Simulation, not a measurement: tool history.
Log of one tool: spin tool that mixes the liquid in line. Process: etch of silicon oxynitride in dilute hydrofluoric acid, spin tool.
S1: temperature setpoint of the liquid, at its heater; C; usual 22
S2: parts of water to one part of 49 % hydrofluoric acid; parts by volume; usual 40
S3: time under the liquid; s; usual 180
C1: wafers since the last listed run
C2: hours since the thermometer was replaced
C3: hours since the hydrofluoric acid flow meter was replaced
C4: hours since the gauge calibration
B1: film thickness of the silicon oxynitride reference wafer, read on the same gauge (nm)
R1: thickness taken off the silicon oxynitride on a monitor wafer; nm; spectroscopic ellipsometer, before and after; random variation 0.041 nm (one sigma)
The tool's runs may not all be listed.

| run | hour | S1 | S2 | S3 | C1 | C2 | C3 | C4 | B1 | R1 |
|---|---|---|---|---|---|---|---|---|---|---|
| 1 | 0 | 22 | 40 | 180 | 0 | 893 | 1061.7 | 1274.5 | 119.98 | 5.7 |
| 2 | 41.3 | 22 | 40 | 180 | 361 | 934.3 | 1103 | 1315.8 | 120.02 | 5.82 |
| 3 | 197.5 | 22 | 40 | 180 | 1367 | 1090.5 | 1259.2 | 1472 | 120 | 5.65 |
| 4 | 227.1 | 22 | 40 | 180 | 259 | 1120.1 | 1288.8 | 1501.6 | 120 | 5.71 |
| 5 | 277.6 | 22 | 40 | 180 | 442 | 1170.6 | 1339.3 | 1552.1 | 120.03 | 5.67 |
| 6 | 339.1 | 22 | 40 | 180 | 538 | 1232.1 | 1400.8 | 1613.6 | 120 | 5.74 |
| 7 | 397.5 | 22 | 40 | 180 | 511 | 1290.5 | 1459.2 | 1672 | 120.01 | 5.65 |
| 8 | 428.9 | 22 | 40 | 180 | 274 | 1321.9 | 1490.6 | 1703.4 | 120 | 5.59 |
| 9 | 468.5 | 18.5 | 40 | 180 | 346 | 1361.5 | 1530.2 | 1743 | 120 | 4.68 |
|  | 479.5 | gauge calibrated |
| 10 | 522.4 | 18.5 | 40 | 180 | 471 | 1415.4 | 1584.1 | 42.9 | 119.97 | 4.71 |
| 11 | 547.9 | 22 | 40 | 180 | 223 | 1440.9 | 1609.6 | 68.4 | 119.99 | 5.58 |
| 12 | 603.9 | 22 | 30 | 180 | 490 | 1496.9 | 1665.6 | 124.4 | 119.99 | 7.37 |
| 13 | 659 | 22 | 30 | 180 | 482 | 1552 | 1720.7 | 179.5 | 120 | 7.4 |
| 14 | 688 | 22 | 30 | 180 | 253 | 1581 | 1749.7 | 208.5 | 120 | 7.41 |
| 15 | 735 | 22 | 35 | 85 | 411 | 1628 | 1796.7 | 255.5 | 119.99 | 2.95 |
| 16 | 776.7 | 22 | 35 | 180 | 365 | 1669.7 | 1838.4 | 297.2 | 120 | 6.28 |
|  | 830.9 | hydrofluoric acid flow meter replaced |
| 17 | 848.3 | 18 | 35 | 180 | 618 | 1741.3 | 17.4 | 368.8 | 119.98 | 5.54 |
| 18 | 907.4 | 19.5 | 30 | 130 | 517 | 1800.4 | 76.5 | 427.9 | 120 | 5.01 |
| 19 | 972.4 | 26 | 20 | 260 | 568 | 1865.4 | 141.5 | 492.9 | 120.01 | 20.95 |
|  | 1013.6 | thermometer replaced |
| 20 | 1018.2 | 22 | 40 | 180 | 392 | 4.6 | 187.3 | 538.7 | 119.99 | 6.14 |
| 21 | 1050.5 | 18 | 30 | 180 | 282 | 36.9 | 219.6 | 571 | 120.02 | 6.67 |
| 22 | 1100.2 | 22 | 40 | 180 | 435 | 86.6 | 269.3 | 620.7 | 120.01 | 6.1 |
| 23 | 1138.9 | 17.5 | 55 | 270 | 338 | 125.3 | 308 | 659.4 | 120 | 5.25 |
| 24 | 1203.5 | 22 | 40 | 80 | 565 | 189.9 | 372.6 | 724 | 120 | 2.72 |
| 25 | 1272.7 | 18 | 45 | 235 | 605 | 259.1 | 441.8 | 793.2 | 120.01 | 5.7 |
| 26 | 1322.3 | 24.5 | 55 | 180 | 434 | 308.7 | 491.4 | 842.8 | 120.01 | 4.93 |
| 27 | 1377.1 | 25 | 20 | 180 | 479 | 363.5 | 546.2 | 897.6 | 119.99 | 14.04 |
| 28 | 1482 | 26.5 | 50 | 250 | 918 | 468.4 | 651.1 | 1002.5 | 119.99 | 8.19 |
| 29 | 1525.4 | 22 | 40 | 180 | 379 | 511.8 | 694.5 | 1045.9 | 119.99 | 5.92 |
| 30 | 1554.9 | 22 | 60 | 230 | 258 | 541.3 | 724 | 1075.4 | 119.99 | 4.97 |
| 31 | 1609.8 | 22 | 40 | 180 | 480 | 596.2 | 778.9 | 1130.3 | 119.99 | 5.83 |
| 32 | 1671.4 | 26 | 30 | 145 | 539 | 657.8 | 840.5 | 1191.9 | 120 | 7.81 |

5 ways to go on from here, each from the tool as it stands after run 32. What would each give?
| A | 1671.9 | 22 | 40 | 180 | 4 | 658.3 | 841 | 1192.4 | ? | ? |
| B | 1671.9 | 18 | 50 | 215 | 4 | 658.3 | 841 | 1192.4 | ? | ? |
| C | 1671.9 | 18.5 | 20 | 130 | 4 | 658.3 | 841 | 1192.4 | ? | ? |
| D | 1671.9 | 26 | 30 | 180 | 4 | 658.3 | 841 | 1192.4 | ? | ? |
| E | 1671.9 | 26 | 40 | 180 | 4 | 658.3 | 841 | 1192.4 | ? | ? |

| run | B1 | R1 |
|---|---|---|
| A | 120 | 5.87 |
| B | 120 | 4.55 |
| C | 120 | 7.17 |
| D | 120 | 9.61 |
| E | 120 | 7.15 |
Without the tool's hidden state the same runs would have given:
| run | R1 |
|---|---|
| A | 6.22 |
| B | 4.82 |
| C | 7.58 |
| D | 10.17 |
| E | 7.56 |
